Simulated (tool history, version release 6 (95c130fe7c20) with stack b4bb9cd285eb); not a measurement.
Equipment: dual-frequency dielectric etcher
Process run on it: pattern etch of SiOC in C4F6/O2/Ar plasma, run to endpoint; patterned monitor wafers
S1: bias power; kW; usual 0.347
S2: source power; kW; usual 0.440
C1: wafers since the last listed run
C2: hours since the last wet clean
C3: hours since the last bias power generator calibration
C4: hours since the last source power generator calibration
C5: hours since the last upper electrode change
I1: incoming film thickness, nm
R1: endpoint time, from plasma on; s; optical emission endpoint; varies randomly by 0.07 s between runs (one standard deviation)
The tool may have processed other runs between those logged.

{"run": 1, "day": 0.0, "S1": 0.395, "S2": 0.44, "C1": 0, "C2": 367.0, "C3": 830.7, "C4": 2382.9, "C5": 3273.1, "I1": 35.49, "R1": 14.0}
{"run": 2, "day": 2.454, "S1": 0.395, "S2": 0.44, "C1": 654, "C2": 425.9, "C3": 889.6, "C4": 2441.8, "C5": 3332.0, "I1": 35.69, "R1": 14.0}
{"day": 4.1, "done": "wet clean of the chamber"}
{"run": 3, "day": 4.829, "S1": 0.395, "S2": 0.44, "C1": 366, "C2": 17.5, "C3": 946.6, "C4": 2498.8, "C5": 3389.0, "I1": 35.47, "R1": 14.0}
{"run": 4, "day": 6.158, "S1": 0.347, "S2": 0.52, "C1": 354, "C2": 49.4, "C3": 978.5, "C4": 2530.7, "C5": 3420.9, "I1": 35.59, "R1": 13.4}
{"run": 5, "day": 7.329, "S1": 0.347, "S2": 0.52, "C1": 312, "C2": 77.5, "C3": 1006.6, "C4": 2558.8, "C5": 3449.0, "I1": 35.38, "R1": 13.4}
{"day": 10.475, "done": "upper electrode replaced"}
{"run": 6, "day": 10.496, "S1": 0.347, "S2": 0.44, "C1": 577, "C2": 153.5, "C3": 1082.6, "C4": 2634.8, "C5": 0.5, "I1": 35.27, "R1": 14.9}
{"run": 7, "day": 11.729, "S1": 0.347, "S2": 0.44, "C1": 328, "C2": 183.1, "C3": 1112.2, "C4": 2664.4, "C5": 30.1, "I1": 35.38, "R1": 14.9}
{"run": 8, "day": 14.592, "S1": 0.347, "S2": 0.44, "C1": 763, "C2": 251.8, "C3": 1180.9, "C4": 2733.1, "C5": 98.8, "I1": 35.16, "R1": 14.8}
{"run": 9, "day": 16.583, "S1": 0.347, "S2": 0.44, "C1": 531, "C2": 299.6, "C3": 1228.7, "C4": 2780.9, "C5": 146.6, "I1": 35.54, "R1": 15.0}
{"run": 10, "day": 17.775, "S1": 0.347, "S2": 0.44, "C1": 317, "C2": 328.2, "C3": 1257.3, "C4": 2809.5, "C5": 175.2, "I1": 35.31, "R1": 14.7}
{"run": 11, "day": 19.321, "S1": 0.347, "S2": 0.39, "C1": 412, "C2": 365.3, "C3": 1294.4, "C4": 2846.6, "C5": 212.3, "I1": 35.27, "R1": 15.9}
{"run": 12, "day": 20.571, "S1": 0.347, "S2": 0.44, "C1": 333, "C2": 395.3, "C3": 1324.4, "C4": 2876.6, "C5": 242.3, "I1": 35.18, "R1": 14.7}
{"day": 22.196, "done": "source power generator calibrated"}
{"run": 13, "day": 23.288, "S1": 0.347, "S2": 0.44, "C1": 679, "C2": 460.5, "C3": 1389.6, "C4": 26.2, "C5": 307.5, "I1": 35.32, "R1": 14.8}
{"day": 25.883, "done": "wet clean of the chamber"}
{"run": 14, "day": 25.904, "S1": 0.347, "S2": 0.53, "C1": 431, "C2": 0.5, "C3": 1452.4, "C4": 89.0, "C5": 370.3, "I1": 35.41, "R1": 13.3}
{"run": 15, "day": 27.942, "S1": 0.3, "S2": 0.52, "C1": 543, "C2": 49.4, "C3": 1501.3, "C4": 137.9, "C5": 419.2, "I1": 35.51, "R1": 14.4}
{"day": 30.146, "done": "bias power generator calibrated"}
{"run": 16, "day": 30.917, "S1": 0.373, "S2": 0.44, "C1": 748, "C2": 120.8, "C3": 18.5, "C4": 209.3, "C5": 490.6, "I1": 35.47, "R1": 14.2}
{"run": 17, "day": 33.338, "S1": 0.347, "S2": 0.54, "C1": 645, "C2": 178.9, "C3": 76.6, "C4": 267.4, "C5": 548.7, "I1": 35.53, "R1": 12.9}
{"run": 18, "day": 35.158, "S1": 0.273, "S2": 0.4, "C1": 485, "C2": 222.6, "C3": 120.3, "C4": 311.1, "C5": 592.4, "I1": 35.15, "R1": 17.1}
{"run": 19, "day": 36.438, "S1": 0.309, "S2": 0.51, "C1": 341, "C2": 253.3, "C3": 151.0, "C4": 341.8, "C5": 623.1, "I1": 35.19, "R1": 14.1}
{"run": 20, "day": 40.896, "S1": 0.418, "S2": 0.4, "C1": 1188, "C2": 360.3, "C3": 258.0, "C4": 448.8, "C5": 730.1, "I1": 35.61, "R1": 14.2}
{"run": 21, "day": 42.554, "S1": 0.264, "S2": 0.49, "C1": 442, "C2": 400.1, "C3": 297.8, "C4": 488.6, "C5": 769.9, "I1": 35.34, "R1": 15.6}
{"run": 22, "day": 43.875, "S1": 0.347, "S2": 0.44, "C1": 352, "C2": 431.8, "C3": 329.5, "C4": 520.3, "C5": 801.6, "I1": 35.2, "R1": 14.6}
{"day": 47.062, "done": "wet clean of the chamber"}
{"run": 23, "day": 47.083, "S1": 0.417, "S2": 0.44, "C1": 588, "C2": 0.5, "C3": 406.5, "C4": 597.3, "C5": 878.6, "I1": 35.29, "R1": 13.5}
{"run": 24, "day": 48.158, "S1": 0.28, "S2": 0.44, "C1": 286, "C2": 26.3, "C3": 432.3, "C4": 623.1, "C5": 904.4, "I1": 35.59, "R1": 16.3}
{"run": 25, "day": 49.617, "S1": 0.347, "S2": 0.44, "C1": 388, "C2": 61.3, "C3": 467.3, "C4": 658.1, "C5": 939.4, "I1": 35.21, "R1": 14.7}
{"run": 26, "day": 50.975, "S1": 0.312, "S2": 0.33, "C1": 362, "C2": 93.9, "C3": 499.9, "C4": 690.7, "C5": 972.0, "I1": 35.07, "R1": 18.6}
{"run": 27, "day": 52.558, "S1": 0.277, "S2": 0.5, "C1": 422, "C2": 131.9, "C3": 537.9, "C4": 728.7, "C5": 1010.0, "I1": 35.48, "R1": 15.2}
{"run": 28, "day": 57.279, "S1": 0.347, "S2": 0.44, "C1": 1258, "C2": 245.2, "C3": 651.2, "C4": 842.0, "C5": 1123.3, "I1": 35.41, "R1": 14.7}
{"run": 29, "day": 59.262, "S1": 0.402, "S2": 0.5, "C1": 528, "C2": 292.8, "C3": 698.8, "C4": 889.6, "C5": 1170.9, "I1": 35.16, "R1": 12.7}
{"run": 30, "day": 60.408, "S1": 0.273, "S2": 0.4, "C1": 305, "C2": 320.3, "C3": 726.3, "C4": 917.1, "C5": 1198.4, "I1": 35.19, "R1": 17.5}
{"run": 31, "day": 62.712, "S1": 0.273, "S2": 0.49, "C1": 614, "C2": 375.6, "C3": 781.6, "C4": 972.4, "C5": 1253.7, "I1": 34.85, "R1": 15.2}

Predict the results of run 32:
{"run": 32, "day": 63.783, "S1": 0.263, "S2": 0.4, "C1": 285, "C2": 401.3, "C3": 807.3, "C4": 998.1, "C5": 1279.4, "I1": 35.06, "R1": "?"}

Run 32 came out at R1 17.7 s.
Had the tool carried no hidden state, the very same run would have given R1 17.4 s.

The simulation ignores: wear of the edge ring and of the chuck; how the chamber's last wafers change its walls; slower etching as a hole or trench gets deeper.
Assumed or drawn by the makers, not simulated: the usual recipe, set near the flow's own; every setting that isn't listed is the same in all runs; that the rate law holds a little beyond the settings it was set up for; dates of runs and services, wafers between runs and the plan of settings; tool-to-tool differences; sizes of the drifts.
